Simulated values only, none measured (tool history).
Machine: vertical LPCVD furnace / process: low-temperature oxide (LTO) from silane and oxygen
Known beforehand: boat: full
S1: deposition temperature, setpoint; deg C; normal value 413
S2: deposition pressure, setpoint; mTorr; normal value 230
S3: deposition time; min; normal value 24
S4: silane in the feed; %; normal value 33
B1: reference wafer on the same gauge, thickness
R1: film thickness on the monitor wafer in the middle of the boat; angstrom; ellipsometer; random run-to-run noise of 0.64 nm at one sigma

run 1 hour=0 | S1=413 S2=230 S3=31.5 S4=33 | B1=232.08 | R1=2776.8
run 2 hour=27.3 | S1=413 S2=230 S3=31.5 S4=33 | B1=232.11 | R1=2789.2
run 3 hour=105.8 | S1=413 S2=230 S3=31.5 S4=33 | B1=231.95 | R1=2789.2
run 4 hour=131.1 | S1=413 S2=230 S3=24 S4=33 | B1=232.03 | R1=2129.7
run 5 hour=180.7 | S1=413 S2=230 S3=24 S4=33 | B1=231.86 | R1=2139.6
run 6 hour=212.1 | S1=413 S2=230 S3=24 S4=33 | B1=232.01 | R1=2139.7
run 7 hour=269.8 | S1=413 S2=230 S3=24 S4=33 | B1=231.86 | R1=2140.2
-- hour=320.5 gauge calibrated
run 8 hour=337.8 | S1=413 S2=230 S3=24 S4=33 | B1=231.81 | R1=2139
-- hour=373.3 silane flow controller replaced
run 9 hour=400.6 | S1=413 S2=230 S3=24 S4=33 | B1=232.37 | R1=2145.4

What will run 10 give?
-- hour=452.6 thermocouples replaced and temperature profile calibrated
run 10 hour=458.1 | S1=413 S2=245 S3=21 S4=33 | B1=? | R1=?

Run 10 came out at B1 232.07, R1 1994.3 angstrom.
Were there no unlogged condition in the tool, this run, its random variation unchanged, would have produced R1 1896.3 angstrom.

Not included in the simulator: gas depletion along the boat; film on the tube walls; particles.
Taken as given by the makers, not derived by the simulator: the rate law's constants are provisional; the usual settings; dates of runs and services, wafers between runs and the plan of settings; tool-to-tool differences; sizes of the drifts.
